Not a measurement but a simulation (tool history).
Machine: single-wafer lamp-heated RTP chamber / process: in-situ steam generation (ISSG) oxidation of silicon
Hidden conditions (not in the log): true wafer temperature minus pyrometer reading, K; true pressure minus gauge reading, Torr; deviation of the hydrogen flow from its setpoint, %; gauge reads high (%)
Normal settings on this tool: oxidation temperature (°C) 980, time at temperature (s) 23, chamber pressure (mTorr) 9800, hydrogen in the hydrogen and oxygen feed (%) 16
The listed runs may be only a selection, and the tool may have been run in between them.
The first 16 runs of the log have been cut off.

| run | hour | oxidation temperature (°C) | time at temperature (s) | chamber pressure (mTorr) | hydrogen in the hydrogen and oxygen feed (%) | wafers since the last listed run | wafers since the last pyrometer calibration | hours since the pressure gauge was zeroed | hours since the hydrogen flow controller was replaced | hours since the gauge calibration | read-back reference wafer on the same gauge, thickness | oxide thickness on the monitor wafer (nm) |
|---|---|---|---|---|---|---|---|---|---|---|---|---|
| 17 | 383.7 | 980 | 23 | 9800 | 16 | 208 | 964 | 374.8 | 348.1 | 305.6 | 4.927 | 4.549 |
| 18 | 411.4 | 980 | 23 | 9800 | 16 | 375 | 1340 | 402.5 | 375.8 | 333.3 | 4.926 | 4.543 |
| 19 | 425.6 | 968 | 30 | 8400 | 21 | 192 | 1533 | 416.7 | 390 | 347.5 | 4.941 | 5.277 |
| 20 | 450.8 | 980 | 26 | 9800 | 16 | 341 | 1874 | 441.9 | 415.2 | 372.7 | 4.928 | 4.809 |
| 21 | 476.9 | 998 | 31 | 10200 | 16 | 353 | 2228 | 468 | 441.3 | 398.8 | 4.937 | 5.607 |
| 22 | 489.8 | 980 | 23 | 9800 | 16 | 174 | 2403 | 480.9 | 454.2 | 411.7 | 4.932 | 4.538 |
|  | 511.2 | pyrometer window cleaned and pyrometer calibrated |
| 23 | 511.7 | 980 | 23 | 10200 | 12 | 188 | 6 | 502.8 | 476.1 | 433.6 | 4.937 | 4.264 |
| 24 | 519.4 | 980 | 16 | 9800 | 16 | 104 | 111 | 510.5 | 483.8 | 441.3 | 4.926 | 3.844 |
| 25 | 535.3 | 980 | 23 | 9200 | 16 | 215 | 326 | 526.4 | 499.7 | 457.2 | 4.933 | 4.563 |
| 26 | 555.5 | 996 | 17 | 9800 | 16 | 273 | 600 | 546.6 | 519.9 | 477.4 | 4.929 | 4.229 |
| 27 | 580.1 | 980 | 23 | 9800 | 16 | 333 | 934 | 571.2 | 544.5 | 502 | 4.935 | 4.551 |
| 28 | 608.8 | 965 | 23 | 10200 | 16 | 389 | 1323 | 599.9 | 573.2 | 530.7 | 4.926 | 4.287 |
| 29 | 670.6 | 988 | 32 | 10200 | 21 | 838 | 2161 | 661.7 | 635 | 592.5 | 4.936 | 5.758 |
| 30 | 694.7 | 967 | 23 | 9800 | 16 | 326 | 2488 | 685.8 | 659.1 | 616.6 | 4.937 | 4.339 |
|  | 709.3 | pyrometer window cleaned and pyrometer calibrated |
| 31 | 729.4 | 980 | 23 | 9800 | 16 | 362 | 272 | 720.5 | 693.8 | 651.3 | 4.93 | 4.53 |

Consider 4 possible next runs. They are alternatives, not a sequence: every one starts from the tool as it was left by run 31. What does each give?
| A | 729.8 | 980 | 19 | 9800 | 16 | 5 | 277 | 720.9 | 694.2 | 651.7 | ? | ? |
| B | 729.8 | 974 | 15 | 10200 | 26 | 5 | 277 | 720.9 | 694.2 | 651.7 | ? | ? |
| C | 729.8 | 980 | 23 | 9400 | 16 | 5 | 277 | 720.9 | 694.2 | 651.7 | ? | ? |
| D | 729.8 | 993 | 27 | 9800 | 11 | 5 | 277 | 720.9 | 694.2 | 651.7 | ? | ? |

| run | read-back reference wafer on the same gauge, thickness | oxide thickness on the monitor wafer (nm) |
|---|---|---|
| A | 4.917 | 4.145 |
| B | 4.917 | 4.048 |
| C | 4.917 | 4.546 |
| D | 4.917 | 4.773 |
Without the tool's unlogged condition, the same runs would have read:
| run | oxide thickness on the monitor wafer (nm) |
|---|---|
| A | 4.145 |
| B | 4.048 |
| C | 4.546 |
| D | 4.773 |
